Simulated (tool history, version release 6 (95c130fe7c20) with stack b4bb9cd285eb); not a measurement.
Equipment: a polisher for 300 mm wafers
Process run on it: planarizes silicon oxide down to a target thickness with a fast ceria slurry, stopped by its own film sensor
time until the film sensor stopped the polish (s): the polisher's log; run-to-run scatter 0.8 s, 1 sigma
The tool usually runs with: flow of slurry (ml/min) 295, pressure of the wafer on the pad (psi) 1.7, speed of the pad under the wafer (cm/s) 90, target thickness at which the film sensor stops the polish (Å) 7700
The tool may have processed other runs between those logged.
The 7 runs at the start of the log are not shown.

run,hour,flow of slurry (ml/min),pressure of the wafer on the pad (psi),speed of the pad under the wafer (cm/s),target thickness at which the film sensor stops the polish (Å),wafers since the last listed run,wafers polished on this pad,hours since the slurry nozzle was cleaned,hours since the head pressure was calibrated,"incoming thickness of the incoming film, nm",time until the film sensor stopped the polish (s)
8,155.3,295,1.7,90,7700,95,597,485.1,473.5,1295.6,66.5
9,179.0,295,1.7,90,7700,167,764,508.8,497.2,1287.0,65.3
10,199.3,295,1.7,90,7700,143,907,529.1,517.5,1282.4,65.1
# hour 218.0: worn pad replaced by a new one
# hour 263.9: head pressure recalibrated
11,296.5,295,1.7,90,7700,642,538,626.3,32.6,1293.8,65.0
12,331.3,340,1.3,90,7700,245,784,661.1,67.4,1302.3,86.5
# hour 361.3: worn pad replaced by a new one
13,365.9,340,1.3,90,7700,215,32,695.7,102.0,1287.4,81.5
14,392.4,295,1.7,90,7700,186,219,722.2,128.5,1295.8,64.9
15,425.7,295,1.7,90,7700,234,453,755.5,161.8,1280.4,63.5
16,440.9,295,1.9,90,7700,107,560,770.7,177.0,1282.7,56.9
# hour 452.4: slurry nozzle cleaned
17,457.7,295,2.1,90,7700,111,672,5.3,193.8,1294.8,54.6
18,485.4,295,1.7,90,8910,195,867,33.0,221.5,1269.3,49.3
# hour 507.8: worn pad replaced by a new one, of another model than before
19,508.3,335,1.9,76,7700,133,3,55.9,244.4,1278.5,63.9
20,539.5,295,1.7,90,7700,219,223,87.1,275.6,1291.9,63.3
21,572.8,295,1.7,90,7700,234,457,120.4,308.9,1306.9,64.7
22,605.3,295,1.7,90,7700,229,686,152.9,341.4,1308.4,67.5
23,624.7,210,1.5,110,6680,136,823,172.3,360.8,1287.1,78.0
24,646.0,295,1.5,74,7700,150,973,193.6,382.1,1319.6,90.6
# hour 652.9: worn pad replaced by a new one
25,670.0,295,2.1,106,7700,140,120,217.6,406.1,1292.6,48.8
26,696.8,295,1.7,90,7700,188,309,244.4,432.9,1272.6,61.7
27,714.0,295,1.7,66,7700,121,430,261.6,450.1,1294.4,79.3
28,736.7,295,1.7,90,7700,159,590,284.3,472.8,1301.8,65.8
29,752.8,295,1.7,90,7700,113,704,300.4,488.9,1291.3,65.6
30,766.7,355,1.7,90,7700,97,802,314.3,502.8,1308.1,66.2

What if the next run were any one of these 4? Each begins from the tool's condition after run 30:
A,767.1,295,1.7,90,7700,2,804,314.7,503.2,1301.1,?
B,767.1,295,1.7,90,8310,2,804,314.7,503.2,1301.1,?
C,767.1,230,1.5,90,7120,2,804,314.7,503.2,1301.1,?
D,767.1,295,1.7,112,6920,2,804,314.7,503.2,1301.1,?

run,time until the film sensor stopped the polish (s)
A,66.1
B,58.5
C,82.6
D,63.9
Had the tool no hidden state, the same runs would have come out as:
run,time until the film sensor stopped the polish (s)
A,63.1
B,55.9
C,78.8
D,61.0

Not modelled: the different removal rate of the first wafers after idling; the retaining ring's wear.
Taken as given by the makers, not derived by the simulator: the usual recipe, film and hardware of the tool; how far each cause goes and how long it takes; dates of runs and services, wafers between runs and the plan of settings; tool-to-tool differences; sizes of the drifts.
